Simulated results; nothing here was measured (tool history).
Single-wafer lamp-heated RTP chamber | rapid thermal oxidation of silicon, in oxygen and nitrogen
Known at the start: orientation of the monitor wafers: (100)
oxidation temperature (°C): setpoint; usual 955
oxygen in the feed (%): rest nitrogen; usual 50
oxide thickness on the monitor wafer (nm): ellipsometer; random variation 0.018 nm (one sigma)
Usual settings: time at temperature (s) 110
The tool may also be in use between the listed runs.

run	hour	oxidation temperature (°C)	time at temperature (s)	oxygen in the feed (%)	wafers since the last listed run	wafers since the last pyrometer calibration	hours since the oxygen flow controller was replaced	hours since the gauge calibration	read-back reference wafer on the same gauge, thickness	oxide thickness on the monitor wafer (nm)
1	0	955	110	50	0	441	1011.5	511.4	4.158	4.458
2	25.1	955	110	50	187	628	1036.6	536.5	4.164	4.435
3	75	963	110	50	372	1001	1086.5	586.4	4.17	4.666
4	101.7	955	129	69	199	1200	1113.2	613.1	4.163	5.228
5	160.7	955	110	50	440	1641	1172.2	672.1	4.158	4.417
6	252.7	955	110	50	686	2327	1264.2	764.1	4.158	4.437
7	323	955	110	50	524	2852	1334.5	834.4	4.157	4.441
8	374.7	955	110	50	385	3238	1386.2	886.1	4.15	4.484
9	442.5	955	110	50	506	3745	1454	953.9	4.162	4.522
10	474.6	955	110	50	239	3984	1486.1	986	4.165	4.553
11	520.9	978	110	50	345	4330	1532.4	1032.3	4.164	5.377
12	556.5	955	110	50	265	4596	1568	1067.9	4.165	4.567
13	615.2	955	110	50	438	5034	1626.7	1126.6	4.159	4.609
14	647.5	955	110	50	241	5275	1659	1158.9	4.167	4.636
# hour 697.3: pyrometer window cleaned and pyrometer calibrated
15	706.6	955	110	50	381	69	1718.1	1218	4.159	4.406
16	739.3	955	110	50	244	313	1750.8	1250.7	4.164	4.387
17	766.9	955	110	50	206	519	1778.4	1278.3	4.166	4.406
18	823	955	110	50	418	938	1834.5	1334.4	4.155	4.44
19	879.3	971	86	50	420	1358	1890.8	1390.7	4.166	4.476
20	903.4	955	110	50	179	1538	1914.9	1414.8	4.165	4.426
# hour 939.4: oxygen flow controller replaced
21	948.4	955	110	50	276	1814	9	1459.8	4.151	4.431
# hour 1009.3: gauge calibrated
22	1053.9	955	110	50	787	2602	114.5	44.6	4.161	4.436
23	1119.6	955	88	50	490	3092	180.2	110.3	4.161	4.087
24	1183.4	947	155	73	476	3569	244	174.1	4.159	5.556
25	1214.3	955	110	50	230	3799	274.9	205	4.162	4.511
26	1270.7	955	110	50	421	4221	331.3	261.4	4.162	4.552
27	1305.1	968	110	50	256	4477	365.7	295.8	4.16	5.029
28	1362.2	939	110	50	426	4904	422.8	352.9	4.158	4.067
# hour 1417.2: pyrometer window cleaned and pyrometer calibrated
29	1431.8	968	69	74	459	109	492.4	422.5	4.158	4.506
30	1497.4	955	110	50	489	599	558	488.1	4.159	4.395
31	1559.7	955	110	50	465	1064	620.3	550.4	4.159	4.426
32	1740.8	955	110	33	1352	2416	801.4	731.5	4.163	3.939
33	1802.9	955	91	28	463	2880	863.5	793.6	4.16	3.528
34	1874.6	955	110	50	535	3415	935.2	865.3	4.157	4.51
35	1898.9	939	136	23	181	3596	959.5	889.6	4.166	3.551
36	1944.8	974	110	63	342	3939	1005.4	935.5	4.157	5.623
37	2006.3	955	110	41	459	4398	1066.9	997	4.154	4.29
38	2068.7	955	110	50	465	4864	1129.3	1059.4	4.159	4.584
39	2138.7	945	141	73	522	5387	1199.3	1129.4	4.154	5.39

3 ways to go on from here, each from the tool as it stands after run 39. What would each give?
A	2139.2	955	110	61	3	5390	1199.8	1129.9	?	?
B	2139.2	972	90	61	3	5390	1199.8	1129.9	?	?
C	2139.2	955	110	37	3	5390	1199.8	1129.9	?	?

run	read-back reference wafer on the same gauge, thickness	oxide thickness on the monitor wafer (nm)
A	4.153	4.931
B	4.153	5.121
C	4.153	4.211
Without the tool's hidden state the same runs would have given:
run	oxide thickness on the monitor wafer (nm)
A	4.684
B	4.866
C	4.018
